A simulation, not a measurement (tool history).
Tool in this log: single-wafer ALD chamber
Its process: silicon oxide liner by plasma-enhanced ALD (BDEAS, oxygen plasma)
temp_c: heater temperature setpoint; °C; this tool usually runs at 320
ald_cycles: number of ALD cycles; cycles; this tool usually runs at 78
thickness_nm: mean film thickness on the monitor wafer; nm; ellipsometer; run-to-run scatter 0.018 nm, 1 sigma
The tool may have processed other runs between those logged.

run	hour	temp_c	ald_cycles	wafers since the last listed run	hours since the last thermocouple change	hours since the gauge calibration	read-back reference wafer on the same gauge, thickness_nm	thickness_nm
1	0.0	320	78	0	1404.9	364.9	7.760	7.241
2	65.9	320	78	327	1470.8	430.8	7.752	7.227
3	106.8	320	78	203	1511.7	471.7	7.755	7.239
4	289.2	320	78	907	1694.1	654.1	7.757	7.233
5	326.5	320	78	185	1731.4	691.4	7.742	7.215
6	448.9	320	78	609	1853.8	813.8	7.743	7.191
7	518.4	320	78	345	1923.3	883.3	7.738	7.227
8	562.8	320	78	220	1967.7	927.7	7.731	7.229
9	592.7	320	78	148	1997.6	957.6	7.739	7.166
10	651.7	320	78	293	2056.6	1016.6	7.737	7.179
11	678.7	320	78	134	2083.6	1043.6	7.724	7.203
12	718.8	320	85	199	2123.7	1083.7	7.719	7.849
13	814.9	320	85	478	2219.8	1179.8	7.717	7.811
14	868.7	320	78	267	2273.6	1233.6	7.709	7.180
15	1041.2	320	78	858	2446.1	1406.1	7.706	7.175
16	1077.7	320	78	181	2482.6	1442.6	7.694	7.153
# hour 1172.0: thermocouple changed; heater temperature recalibrated
17	1253.6	320	78	835	81.6	1618.5	7.679	7.167
18	1317.4	320	78	317	145.4	1682.3	7.671	7.149
19	1341.7	332	92	120	169.7	1706.6	7.672	8.310
20	1388.8	311	88	234	216.8	1753.7	7.664	8.133
21	1424.6	314	78	178	252.6	1789.5	7.655	7.214
22	1465.7	331	63	204	293.7	1830.6	7.654	5.670
23	1490.9	306	65	125	318.9	1855.8	7.654	6.037
# hour 1538.0: gauge calibrated
24	1553.6	306	64	311	381.6	15.6	7.780	6.039
25	1726.5	324	70	860	554.5	188.5	7.776	6.469
26	1775.6	308	83	244	603.6	237.6	7.777	7.837
27	1843.7	320	78	338	671.7	305.7	7.778	7.223
28	1893.7	310	78	248	721.7	355.7	7.775	7.304
29	1962.7	320	83	343	790.7	424.7	7.769	7.717
30	1999.6	330	88	183	827.6	461.6	7.768	8.045

4 ways to go on from here, each from the tool as it stands after run 30. What would each give?
A	2000.1	312	78	2	828.1	462.1	?	?
B	2000.1	333	69	2	828.1	462.1	?	?
C	2000.1	330	67	2	828.1	462.1	?	?
D	2000.1	320	72	2	828.1	462.1	?	?

run	read-back reference wafer on the same gauge, thickness_nm	thickness_nm
A	7.769	7.325
B	7.769	6.309
C	7.769	6.150
D	7.769	6.693
Without the tool's hidden state the same runs would have given:
run	thickness_nm
A	7.325
B	6.309
C	6.150
D	6.693
